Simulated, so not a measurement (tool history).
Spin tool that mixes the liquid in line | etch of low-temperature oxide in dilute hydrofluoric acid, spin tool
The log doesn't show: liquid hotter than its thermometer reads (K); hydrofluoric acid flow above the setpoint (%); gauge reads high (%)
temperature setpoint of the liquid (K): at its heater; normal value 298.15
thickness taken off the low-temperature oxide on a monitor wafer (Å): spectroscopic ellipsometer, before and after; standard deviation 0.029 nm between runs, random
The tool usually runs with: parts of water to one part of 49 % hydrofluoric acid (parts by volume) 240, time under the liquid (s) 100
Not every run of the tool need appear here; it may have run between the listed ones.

| run | day | temperature setpoint of the liquid (K) | parts of water to one part of 49 % hydrofluoric acid (parts by volume) | time under the liquid (s) | wafers since the last listed run | hours since the thermometer was replaced | hours since the hydrofluoric acid flow meter was replaced | hours since the gauge calibration | read-back film thickness of the low-temperature oxide reference wafer, read on the same gauge (nm) | thickness taken off the low-temperature oxide on a monitor wafer (Å) |
|---|---|---|---|---|---|---|---|---|---|---|
| 1 | 0.000 | 298.15 | 240 | 100 | 0 | 1433.4 | 1781.5 | 428.0 | 70.02 | 77.6 |
| 2 | 0.646 | 298.15 | 240 | 100 | 150 | 1448.9 | 1797.0 | 443.5 | 69.99 | 77.4 |
| 3 | 1.096 | 300.15 | 240 | 100 | 104 | 1459.7 | 1807.8 | 454.3 | 70.01 | 83.6 |
| 4 | 1.600 | 300.15 | 240 | 100 | 117 | 1471.8 | 1819.9 | 466.4 | 69.96 | 83.9 |
| 5 | 2.279 | 298.15 | 240 | 100 | 157 | 1488.1 | 1836.2 | 482.7 | 69.99 | 77.8 |
| 6 | 2.754 | 298.15 | 240 | 100 | 110 | 1499.5 | 1847.6 | 494.1 | 70.01 | 77.6 |
| 7 | 3.329 | 298.15 | 240 | 100 | 133 | 1513.3 | 1861.4 | 507.9 | 69.97 | 77.7 |
| 8 | 3.658 | 298.15 | 200 | 100 | 76 | 1521.2 | 1869.3 | 515.8 | 69.96 | 97.7 |
|  | 4.254 | thermometer replaced |
| 9 | 4.383 | 298.15 | 200 | 100 | 158 | 3.1 | 1886.7 | 533.2 | 69.97 | 97.3 |
|  | 4.750 | gauge calibrated |
| 10 | 4.850 | 295.65 | 240 | 100 | 108 | 14.3 | 1897.9 | 2.4 | 69.97 | 70.4 |
| 11 | 5.392 | 298.15 | 240 | 100 | 125 | 27.3 | 1910.9 | 15.4 | 69.96 | 78.3 |
| 12 | 5.842 | 298.15 | 240 | 100 | 104 | 38.1 | 1921.7 | 26.2 | 70.03 | 78.6 |
| 13 | 6.454 | 298.15 | 240 | 100 | 142 | 52.8 | 1936.4 | 40.9 | 69.99 | 78.2 |
|  | 6.883 | hydrofluoric acid flow meter replaced |
| 14 | 7.125 | 302.15 | 300 | 65 | 146 | 68.9 | 5.8 | 57.0 | 70.00 | 37.4 |
| 15 | 7.458 | 300.15 | 330 | 100 | 77 | 76.9 | 13.8 | 65.0 | 70.00 | 47.7 |
| 16 | 9.388 | 301.65 | 135 | 145 | 448 | 123.2 | 60.1 | 111.3 | 69.99 | 220.5 |
| 17 | 10.050 | 298.15 | 240 | 100 | 153 | 139.1 | 76.0 | 127.2 | 69.98 | 67.8 |
| 18 | 10.579 | 298.15 | 240 | 100 | 122 | 151.8 | 88.7 | 139.9 | 69.99 | 67.8 |
| 19 | 11.088 | 298.15 | 150 | 100 | 118 | 164.0 | 100.9 | 152.1 | 70.02 | 119.8 |
| 20 | 11.708 | 295.15 | 145 | 120 | 144 | 178.9 | 115.8 | 167.0 | 70.00 | 133.1 |
| 21 | 12.004 | 298.15 | 240 | 100 | 68 | 186.0 | 122.9 | 174.1 | 70.00 | 67.6 |
| 22 | 12.462 | 300.65 | 190 | 120 | 106 | 197.0 | 133.9 | 185.1 | 69.97 | 119.2 |
| 23 | 13.050 | 300.15 | 330 | 100 | 136 | 211.1 | 148.0 | 199.2 | 70.02 | 48.6 |
| 24 | 13.371 | 298.15 | 335 | 100 | 74 | 218.8 | 155.7 | 206.9 | 70.01 | 44.8 |
| 25 | 13.742 | 298.15 | 240 | 100 | 86 | 227.7 | 164.6 | 215.8 | 70.02 | 68.3 |
| 26 | 14.342 | 301.15 | 240 | 100 | 139 | 242.1 | 179.0 | 230.2 | 69.97 | 76.6 |
| 27 | 14.900 | 295.15 | 240 | 70 | 129 | 255.5 | 192.4 | 243.6 | 70.01 | 43.1 |
| 28 | 15.504 | 298.15 | 240 | 100 | 140 | 270.0 | 206.9 | 258.1 | 69.99 | 68.3 |
| 29 | 16.038 | 301.15 | 340 | 55 | 123 | 282.8 | 219.7 | 270.9 | 70.00 | 26.5 |
| 30 | 16.738 | 298.15 | 240 | 100 | 162 | 299.6 | 236.5 | 287.7 | 70.01 | 68.7 |
| 31 | 17.246 | 298.15 | 240 | 100 | 118 | 311.8 | 248.7 | 299.9 | 70.01 | 68.5 |
| 32 | 17.842 | 298.15 | 300 | 100 | 138 | 326.1 | 263.0 | 314.2 | 69.99 | 51.3 |
| 33 | 18.208 | 296.65 | 145 | 100 | 85 | 334.9 | 271.8 | 323.0 | 69.97 | 119.2 |

Run-by-run hidden state of the tool:
liquid hotter than its thermometer reads (K): 0 at every run
gauge reads high (%): 0 at every run
H1: hydrofluoric acid flow above the setpoint (%)
| run | H1 |
|---|---|
| 1 | 13.9 |
| 2 | 14 |
| 3 | 14.1 |
| 4 | 14.2 |
| 5 | 14.3 |
| 6 | 14.4 |
| 7 | 14.5 |
| 8 | 14.5 |
| 9 | 14.6 |
| 10 | 14.7 |
| 11 | 14.8 |
| 12 | 14.9 |
| 13 | 15 |
| 14 | 1.77 |
| 15 | 1.82 |
| 16 | 2.14 |
| 17 | 2.25 |
| 18 | 2.33 |
| 19 | 2.41 |
| 20 | 2.52 |
| 21 | 2.56 |
| 22 | 2.64 |
| 23 | 2.74 |
| 24 | 2.79 |
| 25 | 2.85 |
| 26 | 2.95 |
| 27 | 3.04 |
| 28 | 3.14 |
| 29 | 3.22 |
| 30 | 3.34 |
| 31 | 3.42 |
| 32 | 3.52 |
| 33 | 3.58 |
